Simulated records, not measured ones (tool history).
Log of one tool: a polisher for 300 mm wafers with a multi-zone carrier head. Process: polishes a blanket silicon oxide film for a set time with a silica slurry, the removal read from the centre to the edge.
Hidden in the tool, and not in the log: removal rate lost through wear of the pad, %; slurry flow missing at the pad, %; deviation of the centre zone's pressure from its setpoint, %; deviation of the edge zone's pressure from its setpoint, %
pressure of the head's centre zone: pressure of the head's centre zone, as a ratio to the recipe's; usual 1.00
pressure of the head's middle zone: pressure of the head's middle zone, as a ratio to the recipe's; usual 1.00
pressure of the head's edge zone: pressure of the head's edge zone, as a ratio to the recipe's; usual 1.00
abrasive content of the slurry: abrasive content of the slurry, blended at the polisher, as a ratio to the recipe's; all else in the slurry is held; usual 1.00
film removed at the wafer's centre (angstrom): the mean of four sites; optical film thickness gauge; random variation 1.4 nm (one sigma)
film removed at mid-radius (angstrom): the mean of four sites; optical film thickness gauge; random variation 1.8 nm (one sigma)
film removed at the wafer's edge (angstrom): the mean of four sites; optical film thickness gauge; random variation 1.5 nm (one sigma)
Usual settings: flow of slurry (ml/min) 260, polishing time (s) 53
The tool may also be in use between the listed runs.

run	hour	flow of slurry (ml/min)	pressure of the head's centre zone	pressure of the head's middle zone	pressure of the head's edge zone	abrasive content of the slurry	polishing time (s)	wafers since the last listed run	wafers polished on this pad	hours since the slurry nozzle was cleaned	hours since the centre zone pressure was calibrated	hours since the edge zone pressure was calibrated	hours since the carrier head's membrane was replaced	incoming thickness of the incoming film, nm	film removed at the wafer's centre (angstrom)	film removed at mid-radius (angstrom)	film removed at the wafer's edge (angstrom)
1	0.0	260	1.08	1.00	1.00	0.90	53	0	1071	314.3	1032.7	389.8	1110.2	1539.5	1767	1677	1647
2	9.6	260	1.08	1.00	1.00	0.90	53	119	1191	323.9	1042.3	399.4	1119.8	1555.3	1758	1692	1641
# hour 26.3: edge zone pressure recalibrated
3	27.0	260	1.00	1.00	1.00	1.00	53	191	1382	341.3	1059.7	0.7	1137.2	1565.5	1711	1750	1742
# hour 33.4: worn pad replaced by a new one
4	38.2	260	1.00	1.00	1.00	1.00	53	89	59	352.5	1070.9	11.9	1148.4	1554.6	1690	1770	1760
5	49.8	260	1.00	1.00	1.00	1.00	53	144	203	364.1	1082.5	23.5	1160.0	1566.9	1688	1758	1760
6	66.2	260	1.00	1.00	1.00	1.00	53	203	407	380.5	1098.9	39.9	1176.4	1551.5	1709	1770	1757
7	76.6	260	1.00	1.00	1.00	1.00	53	129	536	390.9	1109.3	50.3	1186.8	1563.2	1707	1784	1773
8	84.5	260	1.00	1.04	1.00	1.15	68	98	634	398.8	1117.2	58.2	1194.7	1559.1	2343	2489	2432
9	95.0	325	1.00	0.96	1.00	1.10	53	130	765	409.3	1127.7	68.7	1205.2	1555.3	1861	1851	1894
10	101.5	260	1.00	1.00	1.00	1.00	53	80	846	415.8	1134.2	75.2	1211.7	1547.2	1685	1792	1759
# hour 112.7: slurry nozzle cleaned
11	117.9	325	1.00	0.89	1.00	1.00	53	191	1037	5.2	1150.6	91.6	1228.1	1559.7	1899	1769	1889
# hour 135.8: worn pad replaced by a new one
12	136.3	260	1.00	1.00	1.00	1.00	53	178	6	23.6	1169.0	110.0	1246.5	1574.9	1871	1901	1855
13	142.1	310	1.00	1.00	1.00	1.00	53	72	78	29.4	1174.8	115.8	1252.3	1549.3	1898	1937	1882
# hour 148.8: carrier head's membrane replaced by a new one
14	149.3	260	0.88	1.08	1.00	1.00	53	27	105	36.6	1182.0	123.0	0.5	1558.8	1647	2005	1868
# hour 156.0: centre zone pressure recalibrated
15	157.4	260	1.00	1.00	0.93	1.00	53	75	181	44.7	1.4	131.1	8.6	1533.7	1856	1926	1784
16	174.8	260	1.00	1.00	1.00	1.10	53	216	397	62.1	18.8	148.5	26.0	1532.3	1954	1970	1941
17	190.0	260	1.03	1.00	1.00	1.00	53	188	586	77.3	34.0	163.7	41.2	1582.0	1892	1882	1831
18	197.0	310	0.96	1.00	1.00	0.90	35	86	673	84.3	41.0	170.7	48.2	1554.0	1127	1211	1178
19	213.7	260	1.00	1.00	1.00	1.00	53	207	880	101.0	57.7	187.4	64.9	1539.1	1818	1865	1830
20	222.1	230	1.00	0.92	1.00	0.80	53	104	985	109.4	66.1	195.8	73.3	1580.7	1565	1510	1596
21	234.6	260	0.97	0.95	1.00	1.00	53	155	1140	121.9	78.6	208.3	85.8	1538.9	1735	1780	1814

5 ways to go on from here, each from the tool as it stands after run 21. What would each give?
A	235.0	260	1.00	1.00	1.00	1.00	53	4	1145	122.3	79.0	208.7	86.2	1577.3	?	?	?
B	235.0	260	0.89	1.10	1.00	0.70	64	4	1145	122.3	79.0	208.7	86.2	1577.3	?	?	?
C	235.0	260	1.00	1.00	1.00	1.20	53	4	1145	122.3	79.0	208.7	86.2	1577.3	?	?	?
D	235.0	260	0.89	1.00	1.00	1.00	53	4	1145	122.3	79.0	208.7	86.2	1577.3	?	?	?
E	235.0	260	1.00	1.05	1.00	1.00	53	4	1145	122.3	79.0	208.7	86.2	1577.3	?	?	?

run	film removed at the wafer's centre (angstrom)	film removed at mid-radius (angstrom)	film removed at the wafer's edge (angstrom)
A	1776	1852	1818
B	1554	1976	1785
C	1937	2019	1982
D	1579	1853	1818
E	1777	1930	1817
Without the tool's hidden state the same runs would have given:
run	film removed at the wafer's centre (angstrom)	film removed at mid-radius (angstrom)	film removed at the wafer's edge (angstrom)
A	1849	1920	1868
B	1618	2049	1834
C	2016	2094	2037
D	1644	1921	1868
E	1850	2001	1867
